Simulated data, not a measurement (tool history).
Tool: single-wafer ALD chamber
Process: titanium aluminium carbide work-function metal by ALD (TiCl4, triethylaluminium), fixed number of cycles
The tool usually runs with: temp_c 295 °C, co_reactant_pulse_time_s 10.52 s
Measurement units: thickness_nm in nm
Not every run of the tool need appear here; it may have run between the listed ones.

run	hour	temp_c	co_reactant_pulse_time_s	wafers since the last listed run	hours since the last thermocouple change	hours since the last triethylaluminium bottle change	hours since the showerhead was replaced	hours since the gauge calibration	read-back reference wafer on the same gauge, thickness_nm	thickness_nm
1	0	295	10.52	0	650.9	261.6	6729.4	148.7	2.081	2.216
2	58	295	10.52	580	708.9	319.6	6787.4	206.7	2.082	2.213
3	148.5	291	10.52	905	799.4	410.1	6877.9	297.2	2.077	2.154
4	205.1	295	10.52	566	856	466.7	6934.5	353.8	2.07	2.189
5	270.5	295	10.52	654	921.4	532.1	6999.9	419.2	2.061	2.181
6	300	288	10.52	295	950.9	561.6	7029.4	448.7	2.057	2.117
# hour 347.4: triethylaluminium bottle replaced
7	371.4	288	10.52	634	1022.3	24	7100.8	520.1	2.046	2.099
8	397.9	295	11.99	265	1048.8	50.5	7127.3	546.6	2.039	2.192
# hour 401.9: gauge calibrated
# hour 408.2: thermocouple changed; heater temperature recalibrated
9	444.6	291	13.42	387	36.4	97.2	7174	42.7	2.093	2.194
10	501.2	284	6.56	566	93	153.8	7230.6	99.3	2.092	2.006
# hour 510.4: showerhead replaced
11	550.3	286	9.27	411	142.1	202.9	39.9	148.4	2.09	2.101
12	579.2	295	10.52	289	171	231.8	68.8	177.3	2.088	2.217
13	616.3	283	11.99	371	208.1	268.9	105.9	214.4	2.088	2.091
14	680.1	295	10.52	638	271.9	332.7	169.7	278.2	2.082	2.204
15	718.1	285	7.67	380	309.9	370.7	207.7	316.2	2.071	2.029
16	762.8	295	10.52	447	354.6	415.4	252.4	360.9	2.072	2.196

Alternative continuations, all from the tool just after run 16; predict every row:
A	763.2	295	10.52	4	355	415.8	252.8	361.3	?	?
B	763.2	295	7.72	4	355	415.8	252.8	361.3	?	?
C	763.2	302	14.12	4	355	415.8	252.8	361.3	?	?

run	read-back reference wafer on the same gauge, thickness_nm	thickness_nm
A	2.072	2.187
B	2.072	2.139
C	2.072	2.297
The same runs, with their run-to-run variation unchanged, on a tool lacking any hidden condition would have given:
run	thickness_nm
A	2.207
B	2.159
C	2.318
